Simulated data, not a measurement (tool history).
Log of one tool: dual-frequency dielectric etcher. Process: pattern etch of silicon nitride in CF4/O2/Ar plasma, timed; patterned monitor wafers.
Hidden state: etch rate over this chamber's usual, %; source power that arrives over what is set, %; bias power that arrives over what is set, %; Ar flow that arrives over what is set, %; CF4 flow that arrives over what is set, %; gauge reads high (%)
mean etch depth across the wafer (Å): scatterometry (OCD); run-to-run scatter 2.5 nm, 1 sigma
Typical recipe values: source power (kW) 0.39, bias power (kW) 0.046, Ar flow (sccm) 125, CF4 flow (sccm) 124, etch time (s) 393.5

run,day,source power (kW),bias power (kW),Ar flow (sccm),CF4 flow (sccm),etch time (s),wafers since the last listed run,hours since the last wet clean,hours since the last source power generator calibration,hours since the last bias power generator calibration,hours since the last Ar flow controller change,hours since the last CF4 flow controller change,hours since the last upper electrode change,hours since the gauge calibration,"read-back reference wafer on the same gauge, depth_nm",mean etch depth across the wafer (Å)
1,0,0.44,0.046,125,124,393.5,0,327.2,4143.5,2863.3,1353.4,1902.4,5146.5,300.7,514.1,6722
2,0.733,0.39,0.046,125,124,393.5,95,344.8,4161.1,2880.9,1371,1920,5164.1,318.3,513.8,6273
3,1.238,0.39,0.046,125,124,393.5,65,356.9,4173.2,2893,1383.1,1932.1,5176.2,330.4,514.3,6297
# day 3.067: wet clean of the chamber
4,3.088,0.39,0.046,125,124,393.5,110,0.5,4217.6,2937.4,1427.5,1976.5,5220.6,374.8,513.5,6440
5,3.104,0.39,0.046,125,124,393.5,2,0.9,4218,2937.8,1427.9,1976.9,5221,375.2,514.5,6488
# day 3.454: bias power generator calibrated
6,3.475,0.39,0.046,117,124,393.5,26,9.8,4226.9,0.5,1436.8,1985.8,5229.9,384.1,514.2,6525
# day 3.975: CF4 flow controller replaced
7,3.996,0.39,0.046,117,124,393.5,35,22.3,4239.4,13,1449.3,0.5,5242.4,396.6,513.9,6605
8,4.2,0.39,0.046,117,124,393.5,26,27.2,4244.3,17.9,1454.2,5.4,5247.3,401.5,513.9,6557
9,4.671,0.43,0.046,125,136,393.5,61,38.5,4255.6,29.2,1465.5,16.7,5258.6,412.8,514,6940
# day 5.138: gauge calibrated
# day 6.008: wet clean of the chamber, repeated, since the last time left the tool worse
10,6.029,0.39,0.053,125,124,337,46,0.5,4288.2,61.8,1498.1,49.3,5291.2,21.4,514,5386
11,6.05,0.44,0.046,125,124,393.5,2,1,4288.7,62.3,1498.6,49.8,5291.7,21.9,513.9,6488
12,6.142,0.49,0.046,125,124,393.5,11,3.2,4290.9,64.5,1500.8,52,5293.9,24.1,514,6949
# day 6.438: source power generator calibrated
# day 7.608: upper electrode replaced
13,7.629,0.44,0.046,125,124,393.5,41,38.9,28.6,100.2,1536.5,87.7,0.5,59.8,513.8,6512
14,7.646,0.39,0.049,109,124,494,2,39.3,29,100.6,1536.9,88.1,0.9,60.2,514.2,7882
15,8.108,0.39,0.056,108,149,309,60,50.4,40.1,111.7,1548,99.2,12,71.3,513.6,5166
# day 8.554: Ar flow controller replaced
16,8.575,0.39,0.046,125,124,393.5,28,61.6,51.3,122.9,0.5,110.4,23.2,82.5,513.8,6119
17,9.1,0.39,0.056,125,124,393.5,68,74.2,63.9,135.5,13.1,123,35.8,95.1,513.7,6367
18,9.762,0.39,0.046,125,124,393.5,86,90.1,79.8,151.4,29,138.9,51.7,111,514.3,6081
19,10.392,0.48,0.04,125,124,350,81,105.2,94.9,166.5,44.1,154,66.8,126.1,514,6000
20,11.138,0.39,0.046,125,124,393.5,96,123.1,112.8,184.4,62,171.9,84.7,144,513.9,6139
21,11.758,0.35,0.046,151,142,361,80,138,127.7,199.3,76.9,186.8,99.6,158.9,513.9,5283

4 ways to go on from here, each from the tool as it stands after run 21. What would each give?
A,11.779,0.39,0.046,125,124,393.5,2,138.5,128.2,199.8,77.4,187.3,100.1,159.4,?,?
B,11.779,0.39,0.046,125,150,393.5,2,138.5,128.2,199.8,77.4,187.3,100.1,159.4,?,?
C,11.779,0.39,0.046,125,136,393.5,2,138.5,128.2,199.8,77.4,187.3,100.1,159.4,?,?
D,11.779,0.39,0.046,145,124,393.5,2,138.5,128.2,199.8,77.4,187.3,100.1,159.4,?,?

run,"read-back reference wafer on the same gauge, depth_nm",mean etch depth across the wafer (Å)
A,513.8,6162
B,513.8,6294
C,513.8,6227
D,513.8,6044
Had the tool no hidden state, the same runs would have come out as:
run,mean etch depth across the wafer (Å)
A,6103
B,6234
C,6167
D,5986
